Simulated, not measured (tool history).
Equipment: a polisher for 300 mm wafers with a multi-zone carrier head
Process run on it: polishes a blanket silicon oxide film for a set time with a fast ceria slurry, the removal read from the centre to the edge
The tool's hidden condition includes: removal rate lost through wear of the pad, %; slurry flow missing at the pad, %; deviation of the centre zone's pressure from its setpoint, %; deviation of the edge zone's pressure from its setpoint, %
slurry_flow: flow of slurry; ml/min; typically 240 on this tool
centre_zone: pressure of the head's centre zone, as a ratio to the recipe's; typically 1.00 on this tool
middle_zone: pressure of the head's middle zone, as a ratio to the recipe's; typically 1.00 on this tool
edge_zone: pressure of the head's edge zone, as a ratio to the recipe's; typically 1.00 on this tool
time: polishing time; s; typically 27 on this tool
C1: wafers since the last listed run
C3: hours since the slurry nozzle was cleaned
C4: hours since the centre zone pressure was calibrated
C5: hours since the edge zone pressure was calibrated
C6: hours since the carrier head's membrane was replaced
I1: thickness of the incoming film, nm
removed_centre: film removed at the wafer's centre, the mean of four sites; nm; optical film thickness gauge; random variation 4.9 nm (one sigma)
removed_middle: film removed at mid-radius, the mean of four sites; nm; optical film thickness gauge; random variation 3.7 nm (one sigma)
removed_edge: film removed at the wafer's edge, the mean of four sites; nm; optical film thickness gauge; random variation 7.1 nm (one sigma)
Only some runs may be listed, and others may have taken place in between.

{"run": 1, "hour": 0.0, "slurry_flow": 240, "centre_zone": 1.0, "middle_zone": 1.0, "edge_zone": 1.0, "time": 27, "C1": 0, "wafers polished on this pad": 471, "C3": 460.5, "C4": 1466.4, "C5": 172.9, "C6": 1605.2, "I1": 1663.1, "removed_centre": 534.7, "removed_middle": 480.0, "removed_edge": 466.6}
{"run": 2, "hour": 6.7, "slurry_flow": 240, "centre_zone": 1.0, "middle_zone": 1.0, "edge_zone": 1.0, "time": 27, "C1": 109, "wafers polished on this pad": 580, "C3": 467.2, "C4": 1473.1, "C5": 179.6, "C6": 1611.9, "I1": 1674.6, "removed_centre": 528.8, "removed_middle": 472.0, "removed_edge": 464.2}
{"run": 3, "hour": 21.9, "slurry_flow": 240, "centre_zone": 1.0, "middle_zone": 1.0, "edge_zone": 1.0, "time": 27, "C1": 248, "wafers polished on this pad": 829, "C3": 482.4, "C4": 1488.3, "C5": 194.8, "C6": 1627.1, "I1": 1692.4, "removed_centre": 523.4, "removed_middle": 474.5, "removed_edge": 463.4}
{"run": 4, "hour": 30.7, "slurry_flow": 240, "centre_zone": 1.0, "middle_zone": 1.0, "edge_zone": 1.0, "time": 27, "C1": 143, "wafers polished on this pad": 972, "C3": 491.2, "C4": 1497.1, "C5": 203.6, "C6": 1635.9, "I1": 1712.5, "removed_centre": 529.0, "removed_middle": 467.9, "removed_edge": 464.5}
{"hour": 35.5, "done": "worn pad replaced by a new one"}
{"run": 5, "hour": 41.5, "slurry_flow": 240, "centre_zone": 1.0, "middle_zone": 1.0, "edge_zone": 1.0, "time": 27, "C1": 111, "wafers polished on this pad": 98, "C3": 502.0, "C4": 1507.9, "C5": 214.4, "C6": 1646.7, "I1": 1689.7, "removed_centre": 560.3, "removed_middle": 500.4, "removed_edge": 490.3}
{"hour": 47.3, "done": "slurry nozzle cleaned"}
{"run": 6, "hour": 56.1, "slurry_flow": 240, "centre_zone": 1.0, "middle_zone": 1.0, "edge_zone": 1.0, "time": 27, "C1": 222, "wafers polished on this pad": 320, "C3": 8.8, "C4": 1522.5, "C5": 229.0, "C6": 1661.3, "I1": 1689.5, "removed_centre": 559.6, "removed_middle": 489.1, "removed_edge": 481.4}
{"run": 7, "hour": 72.1, "slurry_flow": 285, "centre_zone": 1.08, "middle_zone": 1.06, "edge_zone": 0.88, "time": 27, "C1": 261, "wafers polished on this pad": 581, "C3": 24.8, "C4": 1538.5, "C5": 245.0, "C6": 1677.3, "I1": 1700.0, "removed_centre": 600.4, "removed_middle": 509.5, "removed_edge": 445.9}
{"hour": 78.9, "done": "centre zone pressure recalibrated"}
{"run": 8, "hour": 89.5, "slurry_flow": 240, "centre_zone": 1.0, "middle_zone": 1.0, "edge_zone": 1.0, "time": 27, "C1": 251, "wafers polished on this pad": 833, "C3": 42.2, "C4": 10.6, "C5": 262.4, "C6": 1694.7, "I1": 1684.1, "removed_centre": 467.9, "removed_middle": 479.1, "removed_edge": 466.3}
{"run": 9, "hour": 99.6, "slurry_flow": 240, "centre_zone": 1.0, "middle_zone": 1.0, "edge_zone": 1.0, "time": 27, "C1": 164, "wafers polished on this pad": 998, "C3": 52.3, "C4": 20.7, "C5": 272.5, "C6": 1704.8, "I1": 1694.5, "removed_centre": 465.4, "removed_middle": 478.6, "removed_edge": 461.1}
{"hour": 115.7, "done": "worn pad replaced by a new one"}
{"run": 10, "hour": 116.2, "slurry_flow": 195, "centre_zone": 0.95, "middle_zone": 1.0, "edge_zone": 0.9, "time": 21, "C1": 205, "wafers polished on this pad": 7, "C3": 68.9, "C4": 37.3, "C5": 289.1, "C6": 1721.4, "I1": 1683.4, "removed_centre": 370.0, "removed_middle": 396.8, "removed_edge": 367.4}
{"run": 11, "hour": 128.8, "slurry_flow": 240, "centre_zone": 1.0, "middle_zone": 1.0, "edge_zone": 1.0, "time": 27, "C1": 205, "wafers polished on this pad": 213, "C3": 81.5, "C4": 49.9, "C5": 301.7, "C6": 1734.0, "I1": 1695.8, "removed_centre": 488.9, "removed_middle": 498.8, "removed_edge": 492.2}
{"hour": 140.8, "done": "carrier head's membrane replaced by a new one"}
{"run": 12, "hour": 141.3, "slurry_flow": 240, "centre_zone": 1.0, "middle_zone": 1.0, "edge_zone": 1.0, "time": 27, "C1": 122, "wafers polished on this pad": 335, "C3": 94.0, "C4": 62.4, "C5": 314.2, "C6": 0.5, "I1": 1672.2, "removed_centre": 476.0, "removed_middle": 487.9, "removed_edge": 474.4}
{"run": 13, "hour": 146.9, "slurry_flow": 305, "centre_zone": 1.0, "middle_zone": 1.0, "edge_zone": 0.91, "time": 27, "C1": 91, "wafers polished on this pad": 427, "C3": 99.6, "C4": 68.0, "C5": 319.8, "C6": 6.1, "I1": 1669.8, "removed_centre": 483.1, "removed_middle": 493.7, "removed_edge": 456.8}
{"run": 14, "hour": 152.9, "slurry_flow": 270, "centre_zone": 1.0, "middle_zone": 0.94, "edge_zone": 1.0, "time": 27, "C1": 98, "wafers polished on this pad": 525, "C3": 105.6, "C4": 74.0, "C5": 325.8, "C6": 12.1, "I1": 1653.4, "removed_centre": 477.5, "removed_middle": 465.9, "removed_edge": 473.1}
{"run": 15, "hour": 165.0, "slurry_flow": 240, "centre_zone": 1.0, "middle_zone": 1.11, "edge_zone": 1.0, "time": 27, "C1": 197, "wafers polished on this pad": 723, "C3": 117.7, "C4": 86.1, "C5": 337.9, "C6": 24.2, "I1": 1657.1, "removed_centre": 471.3, "removed_middle": 531.4, "removed_edge": 452.3}
{"hour": 183.9, "done": "worn pad replaced by a new one"}
{"hour": 190.8, "done": "edge zone pressure recalibrated"}
{"run": 16, "hour": 209.8, "slurry_flow": 240, "centre_zone": 0.89, "middle_zone": 1.0, "edge_zone": 1.11, "time": 27, "C1": 633, "wafers polished on this pad": 390, "C3": 162.5, "C4": 130.9, "C5": 19.0, "C6": 69.0, "I1": 1712.8, "removed_centre": 424.5, "removed_middle": 492.3, "removed_edge": 500.8}
{"run": 17, "hour": 217.0, "slurry_flow": 240, "centre_zone": 1.0, "middle_zone": 1.0, "edge_zone": 1.04, "time": 27, "C1": 117, "wafers polished on this pad": 508, "C3": 169.7, "C4": 138.1, "C5": 26.2, "C6": 76.2, "I1": 1694.3, "removed_centre": 468.7, "removed_middle": 483.9, "removed_edge": 468.8}
{"run": 18, "hour": 230.3, "slurry_flow": 240, "centre_zone": 0.97, "middle_zone": 1.0, "edge_zone": 1.0, "time": 27, "C1": 217, "wafers polished on this pad": 725, "C3": 183.0, "C4": 151.4, "C5": 39.5, "C6": 89.5, "I1": 1690.2, "removed_centre": 458.6, "removed_middle": 482.9, "removed_edge": 466.8}
{"run": 19, "hour": 238.4, "slurry_flow": 305, "centre_zone": 0.92, "middle_zone": 1.0, "edge_zone": 1.0, "time": 27, "C1": 132, "wafers polished on this pad": 857, "C3": 191.1, "C4": 159.5, "C5": 47.6, "C6": 97.6, "I1": 1689.4, "removed_centre": 438.0, "removed_middle": 486.4, "removed_edge": 471.8}
{"run": 20, "hour": 255.3, "slurry_flow": 280, "centre_zone": 1.0, "middle_zone": 0.97, "edge_zone": 1.04, "time": 31, "C1": 276, "wafers polished on this pad": 1133, "C3": 208.0, "C4": 176.4, "C5": 64.5, "C6": 114.5, "I1": 1681.8, "removed_centre": 536.2, "removed_middle": 544.9, "removed_edge": 546.5}
{"hour": 259.5, "done": "worn pad replaced by a new one"}
{"run": 21, "hour": 268.1, "slurry_flow": 210, "centre_zone": 1.0, "middle_zone": 1.0, "edge_zone": 1.0, "time": 35, "C1": 143, "wafers polished on this pad": 140, "C3": 220.8, "C4": 189.2, "C5": 77.3, "C6": 127.3, "I1": 1674.7, "removed_centre": 610.0, "removed_middle": 645.4, "removed_edge": 622.1}

A few steps of removed_centre between consecutive runs. Split each: what settings, incoming material and random variation would produce without the hidden state, and what is left over for the hidden state, along with gauge scatter present in only one of the two compared results (measured, and without hidden state):
Run 4 -> 5: worn pad replaced by a new one. removed_centre +31.3 nm: hidden state +42.0, all else -10.7.
Run 7 -> 8: slurry_flow 285 -> 240, centre_zone 1.08 -> 1.00, middle_zone 1.06 -> 1.00, edge_zone 0.88 -> 1.00, centre zone pressure recalibrated. removed_centre -132.5 nm: hidden state -81.9, all else -50.6.
Run 10 -> 11: slurry_flow 195 -> 240, centre_zone 0.95 -> 1.00, edge_zone 0.90 -> 1.00, time 21 -> 27. removed_centre +118.9 nm: hidden state -17.1, all else +136.0.

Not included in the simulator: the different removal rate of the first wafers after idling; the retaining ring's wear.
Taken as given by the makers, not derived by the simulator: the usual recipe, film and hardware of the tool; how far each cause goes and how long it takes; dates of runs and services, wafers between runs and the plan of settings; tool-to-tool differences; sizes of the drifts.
